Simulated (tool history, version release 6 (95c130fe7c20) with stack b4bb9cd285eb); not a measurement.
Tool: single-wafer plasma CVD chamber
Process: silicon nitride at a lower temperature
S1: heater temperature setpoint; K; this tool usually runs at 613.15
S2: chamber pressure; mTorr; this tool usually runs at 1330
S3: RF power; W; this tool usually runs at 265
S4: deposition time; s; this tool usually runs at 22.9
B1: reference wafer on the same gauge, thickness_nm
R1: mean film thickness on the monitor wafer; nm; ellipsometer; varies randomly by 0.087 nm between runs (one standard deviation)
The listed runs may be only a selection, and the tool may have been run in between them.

| run | hour | S1 | S2 | S3 | S4 | B1 | R1 |
|---|---|---|---|---|---|---|---|
| 1 | 0 | 613.15 | 1330 | 265 | 22.9 | 26.213 | 25.59 |
| 2 | 58.1 | 613.15 | 1330 | 265 | 22.9 | 26.173 | 25.499 |
| 3 | 153.7 | 613.15 | 1330 | 265 | 22.9 | 26.202 | 25.529 |
| 4 | 200.4 | 613.15 | 1330 | 285 | 22.9 | 26.183 | 27.255 |
| 5 | 285.2 | 613.15 | 1330 | 285 | 22.9 | 26.202 | 27.159 |
| 6 | 356.6 | 613.15 | 1330 | 265 | 22.9 | 26.177 | 25.408 |
| 7 | 401.3 | 613.15 | 1330 | 265 | 22.9 | 26.185 | 25.541 |
|  | 487.7 | gauge calibrated |
|  | 506.1 | capacitance manometer re-zeroed and calibrated |
| 8 | 698.3 | 613.15 | 1330 | 265 | 22.9 | 26.194 | 25.295 |
|  | 710.6 | RF generator calibrated |
| 9 | 738.8 | 613.15 | 1330 | 225 | 22.9 | 26.237 | 21.906 |
|  | 787.2 | thermocouple changed; heater temperature recalibrated |
| 10 | 794.4 | 613.15 | 1330 | 225 | 22.9 | 26.202 | 21.765 |
|  | 831.3 | showerhead replaced |
| 11 | 890.9 | 608.15 | 1330 | 220 | 20.8 | 26.213 | 19.401 |
| 12 | 938.6 | 613.15 | 1330 | 265 | 20.9 | 26.2 | 23.573 |
| 13 | 982.9 | 613.15 | 1330 | 265 | 22.9 | 26.166 | 25.646 |
| 14 | 1035.3 | 613.15 | 1330 | 225 | 22.9 | 26.202 | 21.746 |
| 15 | 1091 | 613.15 | 1330 | 265 | 22.9 | 26.219 | 25.645 |
| 16 | 1179.7 | 613.15 | 1330 | 265 | 22.9 | 26.211 | 25.582 |
| 17 | 1217.7 | 619.15 | 1330 | 315 | 24.4 | 26.201 | 31.871 |
| 18 | 1293.7 | 613.15 | 1330 | 235 | 22.9 | 26.165 | 22.666 |
| 19 | 1347.2 | 622.15 | 1420 | 265 | 22.9 | 26.2 | 26.168 |
| 20 | 1445.3 | 603.15 | 1620 | 265 | 19.8 | 26.202 | 23.819 |

Measured result minus the same run's result without the hidden state. Both carry the same run-to-run variation, though not necessarily the same gauge scatter:
The hidden state here: wafer temperature above the value expected at the setpoint (K); delivered RF power above the setpoint (%); true pressure above the setpoint (%); gauge reads high (%).
| run | R1 |
|---|---|
| 1 | -0.315 |
| 2 | -0.343 |
| 3 | -0.393 |
| 4 | -0.429 |
| 5 | -0.472 |
| 6 | -0.494 |
| 7 | -0.519 |
| 8 | -0.667 |
| 9 | -0.046 |
| 10 | -0.07 |
| 11 | -0.101 |
| 12 | -0.139 |
| 13 | -0.173 |
| 14 | -0.177 |
| 15 | -0.227 |
| 16 | -0.271 |
| 17 | -0.333 |
| 18 | -0.305 |
| 19 | -0.363 |
| 20 | -0.377 |
